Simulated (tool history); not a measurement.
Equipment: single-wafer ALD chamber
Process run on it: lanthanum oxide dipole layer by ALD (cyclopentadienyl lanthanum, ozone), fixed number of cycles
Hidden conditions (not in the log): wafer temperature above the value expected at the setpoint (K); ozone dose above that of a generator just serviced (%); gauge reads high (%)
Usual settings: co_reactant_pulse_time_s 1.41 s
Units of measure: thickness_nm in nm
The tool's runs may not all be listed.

run,day,co_reactant_pulse_time_s,wafers since the last listed run,hours since the last thermocouple change,hours since the last ozone generator service,hours since the showerhead was replaced,hours since the gauge calibration,"read-back reference wafer on the same gauge, thickness_nm",thickness_nm
1,0.000,1.08,0,1785.4,1320.3,3808.1,90.7,0.591,0.346
2,0.400,1.08,129,1795.0,1329.9,3817.7,100.3,0.590,0.350
3,1.088,1.84,223,1811.5,1346.4,3834.2,116.8,0.589,0.510
4,1.692,1.41,196,1826.0,1360.9,3848.7,131.3,0.590,0.444
5,2.012,1.41,104,1833.7,1368.6,3856.4,139.0,0.589,0.434
6,2.488,1.72,154,1845.1,1380.0,3867.8,150.4,0.589,0.490
7,2.979,1.41,159,1856.9,1391.8,3879.6,162.2,0.589,0.431
8,3.392,1.41,133,1866.8,1401.7,3889.5,172.1,0.591,0.430
9,4.462,1.41,347,1892.5,1427.4,3915.2,197.8,0.590,0.422
10,4.754,1.41,94,1899.5,1434.4,3922.2,204.8,0.591,0.421
# day 5.262: ozone generator serviced
11,5.283,1.41,63,1912.2,0.5,3934.9,217.5,0.591,0.524
12,5.817,1.41,173,1925.0,13.3,3947.7,230.3,0.590,0.525
# day 6.196: thermocouple changed; heater temperature recalibrated
13,6.454,1.80,98,6.2,28.6,3963.0,245.6,0.590,0.549
14,7.262,1.05,262,25.6,48.0,3982.4,265.0,0.590,0.443
15,7.775,1.20,166,37.9,60.3,3994.7,277.3,0.590,0.487
16,8.258,1.22,156,49.5,71.9,4006.3,288.9,0.590,0.490
17,8.542,1.41,91,56.3,78.7,4013.1,295.7,0.589,0.522
18,8.804,0.99,85,62.6,85.0,4019.4,302.0,0.590,0.412
# day 9.183: gauge calibrated
19,9.542,0.91,239,80.3,102.7,4037.1,8.6,0.591,0.373
# day 10.358: showerhead replaced
20,10.379,1.41,163,100.4,122.8,0.5,28.7,0.590,0.525
21,10.592,1.41,68,105.5,127.9,5.6,33.8,0.590,0.523
22,11.258,1.90,216,121.5,143.9,21.6,49.8,0.589,0.554
23,11.571,1.13,101,129.0,151.4,29.1,57.3,0.590,0.469
24,11.904,1.27,108,137.0,159.4,37.1,65.3,0.590,0.502
25,13.925,1.41,655,185.5,207.9,85.6,113.8,0.590,0.524
26,14.562,1.71,206,200.8,223.2,100.9,129.1,0.590,0.548
27,15.108,1.79,177,213.9,236.3,114.0,142.2,0.591,0.549
28,15.375,1.70,86,220.3,242.7,120.4,148.6,0.590,0.542
29,15.812,1.64,141,230.8,253.2,130.9,159.1,0.590,0.537
30,16.321,0.97,164,243.0,265.4,143.1,171.3,0.589,0.408
31,16.829,1.16,164,255.2,277.6,155.3,183.5,0.590,0.475
32,17.121,0.99,94,262.2,284.6,162.3,190.5,0.590,0.414
33,17.458,1.88,109,270.3,292.7,170.4,198.6,0.589,0.554
34,17.958,1.25,162,282.3,304.7,182.4,210.6,0.590,0.497

Forecast each of these 5 alternatives for the next run:
A,17.975,1.41,5,282.7,305.1,182.8,211.0,?,?
B,17.975,1.85,5,282.7,305.1,182.8,211.0,?,?
C,17.975,1.95,5,282.7,305.1,182.8,211.0,?,?
D,17.975,1.14,5,282.7,305.1,182.8,211.0,?,?
E,17.975,1.94,5,282.7,305.1,182.8,211.0,?,?

run,"read-back reference wafer on the same gauge, thickness_nm",thickness_nm
A,0.590,0.525
B,0.590,0.554
C,0.590,0.557
D,0.590,0.472
E,0.590,0.557
The same runs, with their run-to-run variation unchanged, on a tool lacking any hidden condition would have given:
run,thickness_nm
A,0.530
B,0.556
C,0.558
D,0.479
E,0.558

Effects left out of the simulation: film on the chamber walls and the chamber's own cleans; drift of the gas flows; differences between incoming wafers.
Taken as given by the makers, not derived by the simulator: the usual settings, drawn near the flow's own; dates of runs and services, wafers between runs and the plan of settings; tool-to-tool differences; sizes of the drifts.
